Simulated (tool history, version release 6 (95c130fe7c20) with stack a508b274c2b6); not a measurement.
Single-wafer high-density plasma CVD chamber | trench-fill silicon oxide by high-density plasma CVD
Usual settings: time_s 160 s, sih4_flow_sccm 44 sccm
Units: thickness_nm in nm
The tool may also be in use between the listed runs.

run     day  time_s  sih4_flow_sccm  read-back reference wafer on the same gauge, thickness_nm  thickness_nm
  1       0     160              44                                                    844.071       747.323
  2   2.596     160              44                                                    844.418       745.112
  3   5.921     160              44                                                     843.64       743.848
  4  10.304     160              44                                                    843.758       742.965
  5  12.283     160              44                                                    843.641       737.369
  6  21.517     160              44                                                    844.565       743.537
  7  25.021     160              44                                                    843.964       740.811
  8  27.742     185              44                                                    844.647       857.724
  9  29.629     160              44                                                    843.802       742.297
 10  32.412     176              39                                                    844.082       761.577
 11  36.004     176              39                                                    843.574       764.184
 12  37.704     137              44                                                    843.904       630.075
     38.383  -- gauge calibrated
 13  41.112     137              44                                                    844.344       632.857
 14  43.454     160              44                                                    843.565       734.673
 15  46.388     160              44                                                    843.965       732.919
 16   48.95     160              44                                                    843.704       737.007
 17  52.467     160              44                                                    844.001       737.258
 18  54.938     171              51                                                    843.808       845.934
 19  64.654     160              44                                                    844.878       727.905
 20  67.321     151              38                                                    843.606       639.848
 21  68.846     132              47                                                    843.964       624.199
 22  71.812     130              42                                                    844.319       581.294
 23  73.396     132              36                                                    843.864        541.26
      75.35  -- silane flow controller replaced
 24  77.883     177              41                                                     843.92       803.843
 25  85.025     136              49                                                    844.285         682.4
 26  87.321     183              52                                                    844.181       953.123
 27   89.05     142              41                                                    844.093       643.028
 28  95.096     187              41                                                    844.028       852.871

Forecast each of these 5 alternatives for the next run:
  A  95.112     160              44                                                          ?             ?
  B  95.112     143              40                                                          ?             ?
  C  95.112     188              50                                                          ?             ?
  D  95.112     138              36                                                          ?             ?
  E  95.112     160              38                                                          ?             ?

run  read-back reference wafer on the same gauge, thickness_nm  thickness_nm
  A                                                    844.169       761.585
  B                                                    844.169       647.285
  C                                                    844.169       960.693
  D                                                    844.169       592.437
  E                                                    844.169       705.559
Without the tool's hidden state the same runs would have given:
run  thickness_nm
  A       761.882
  B       647.537
  C       961.068
  D       592.669
  E       705.835
